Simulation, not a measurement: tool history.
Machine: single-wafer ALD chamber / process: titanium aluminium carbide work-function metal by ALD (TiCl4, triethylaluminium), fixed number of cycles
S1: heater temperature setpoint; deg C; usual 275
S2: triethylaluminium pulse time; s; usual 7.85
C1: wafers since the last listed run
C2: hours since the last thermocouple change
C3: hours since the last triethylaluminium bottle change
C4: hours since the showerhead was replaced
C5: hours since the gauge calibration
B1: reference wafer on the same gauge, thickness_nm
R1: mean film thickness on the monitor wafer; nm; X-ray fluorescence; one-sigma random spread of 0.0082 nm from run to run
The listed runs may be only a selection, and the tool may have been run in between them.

run	hour	S1	S2	C1	C2	C3	C4	C5	B1	R1
1	0.0	275	7.85	0	1553.8	1453.7	7037.6	371.5	1.490	1.641
2	28.0	275	7.85	405	1581.8	1481.7	7065.6	399.5	1.489	1.645
3	41.2	275	7.85	191	1595.0	1494.9	7078.8	412.7	1.492	1.653
4	59.7	275	7.85	268	1613.5	1513.4	7097.3	431.2	1.489	1.645
# hour 80.0: thermocouple changed; heater temperature recalibrated
5	86.5	275	7.85	272	6.5	1540.2	7124.1	458.0	1.489	1.648
# hour 113.4: showerhead replaced
6	119.4	275	7.85	360	39.4	1573.1	6.0	490.9	1.492	1.626
7	140.6	275	7.85	307	60.6	1594.3	27.2	512.1	1.491	1.647
8	170.4	275	7.85	431	90.4	1624.1	57.0	541.9	1.493	1.645
9	195.5	275	7.85	363	115.5	1649.2	82.1	567.0	1.490	1.633
# hour 272.3: triethylaluminium bottle replaced
10	272.8	275	5.88	1003	192.8	0.5	159.4	644.3	1.493	1.348
11	290.7	270	6.81	259	210.7	18.4	177.3	662.2	1.490	1.422
12	315.5	279	9.06	359	235.5	43.2	202.1	687.0	1.490	1.687
13	328.5	275	7.85	188	248.5	56.2	215.1	700.0	1.486	1.547
14	344.8	289	5.85	236	264.8	72.5	231.4	716.3	1.492	1.430
15	374.2	275	7.85	425	294.2	101.9	260.8	745.7	1.491	1.553
16	387.7	275	5.02	195	307.7	115.4	274.3	759.2	1.492	1.186
17	408.3	266	6.72	298	328.3	136.0	294.9	779.8	1.491	1.394
18	421.5	267	6.40	191	341.5	149.2	308.1	793.0	1.493	1.355
19	439.2	275	7.85	256	359.2	166.9	325.8	810.7	1.489	1.560
20	462.5	270	10.98	337	382.5	190.2	349.1	834.0	1.487	1.675
21	491.0	283	5.09	412	411.0	218.7	377.6	862.5	1.490	1.255
22	506.0	263	6.23	217	426.0	233.7	392.6	877.5	1.491	1.309
# hour 522.1: gauge calibrated
# hour 523.6: triethylaluminium bottle replaced, repeated, since the last time left the tool worse
23	524.1	282	6.79	146	444.1	0.5	410.7	2.0	1.492	1.686
24	541.3	270	6.22	249	461.3	17.7	427.9	19.2	1.490	1.539
25	573.8	275	7.85	470	493.8	50.2	460.4	51.7	1.490	1.711
26	599.8	271	7.85	376	519.8	76.2	486.4	77.7	1.487	1.667
27	690.0	275	7.85	1306	610.0	166.4	576.6	167.9	1.491	1.714
28	706.8	275	7.85	243	626.8	183.2	593.4	184.7	1.494	1.702
29	725.1	283	5.62	265	645.1	201.5	611.7	203.0	1.489	1.568
30	754.4	284	7.85	424	674.4	230.8	641.0	232.3	1.490	1.775
31	788.6	267	7.85	495	708.6	265.0	675.2	266.5	1.488	1.644
32	821.9	275	7.85	482	741.9	298.3	708.5	299.8	1.490	1.710

Here are 5 independent what-if runs from the current tool condition. What would each one return?
A	822.3	275	7.85	5	742.3	298.7	708.9	300.2	?	?
B	822.3	266	6.83	5	742.3	298.7	708.9	300.2	?	?
C	822.3	279	7.85	5	742.3	298.7	708.9	300.2	?	?
D	822.3	283	6.86	5	742.3	298.7	708.9	300.2	?	?
E	822.3	266	5.53	5	742.3	298.7	708.9	300.2	?	?

run	B1	R1
A	1.489	1.722
B	1.489	1.581
C	1.489	1.755
D	1.489	1.718
E	1.489	1.441
Had the tool no hidden state, the same runs would have come out as:
run	R1
A	1.730
B	1.591
C	1.763
D	1.728
E	1.453
